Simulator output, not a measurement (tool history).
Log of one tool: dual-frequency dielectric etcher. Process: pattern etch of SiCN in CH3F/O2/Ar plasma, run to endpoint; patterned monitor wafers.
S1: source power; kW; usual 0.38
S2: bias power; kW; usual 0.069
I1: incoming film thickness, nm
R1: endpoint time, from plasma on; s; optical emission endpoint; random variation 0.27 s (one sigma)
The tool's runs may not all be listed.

run,hour,S1,S2,I1,R1
1,0,0.38,0.057,12.73,35.4
2,26.7,0.38,0.057,12.68,35.5
3,50.6,0.38,0.057,12.7,35.1
4,84.3,0.38,0.069,12.62,33.2
5,108.1,0.38,0.069,12.57,33.6
6,126.5,0.38,0.069,12.69,33.7
# hour 150.7: source power generator calibrated
7,151.2,0.38,0.069,12.61,33.9
8,170.7,0.38,0.069,12.79,33.7
9,201.6,0.38,0.069,12.68,33.3
10,218.7,0.38,0.078,12.79,33.2
11,246.8,0.38,0.075,12.75,33.3
12,265.5,0.38,0.069,12.76,33.7
# hour 292.9: upper electrode replaced
13,293.4,0.33,0.086,12.76,33.7
14,304.1,0.38,0.069,12.69,34.3
# hour 334.9: wet clean of the chamber
15,335.4,0.38,0.069,12.77,33.4
16,351.5,0.46,0.069,12.7,31.3
# hour 365.3: bias power generator calibrated
17,444.5,0.38,0.069,12.73,33.8
18,480.4,0.31,0.065,12.67,36.9
19,510.7,0.38,0.053,12.8,36
20,532.7,0.42,0.077,12.74,31.1
21,563.2,0.38,0.069,12.7,33.6
22,629.9,0.38,0.069,12.76,34.2
23,646.9,0.48,0.069,12.77,30.8
24,673.5,0.44,0.069,12.69,31.9
25,689.4,0.47,0.061,12.77,32.1
26,721,0.44,0.063,12.8,32.8
# hour 760: wet clean of the chamber
27,760.5,0.32,0.069,12.7,35.8
28,760.8,0.38,0.069,12.68,33.8
29,791.1,0.34,0.058,12.78,36.8
30,820.5,0.42,0.063,12.78,33.7
31,843.2,0.46,0.081,12.61,30.2
32,859.8,0.38,0.069,12.94,34.4
33,873.1,0.38,0.069,12.61,33
34,889.5,0.28,0.083,12.76,35.8
35,910,0.43,0.075,12.72,31.6

4 ways to go on from here, each from the tool as it stands after run 35. What would each give?
A,910.4,0.38,0.054,12.66,?
B,910.4,0.46,0.053,12.66,?
C,910.4,0.28,0.078,12.66,?
D,910.4,0.38,0.055,12.66,?

run,R1
A,35.9
B,33.6
C,36.5
D,35.8
Without the tool's hidden state the same runs would have given:
run,R1
A,35.9
B,33.6
C,36.5
D,35.8
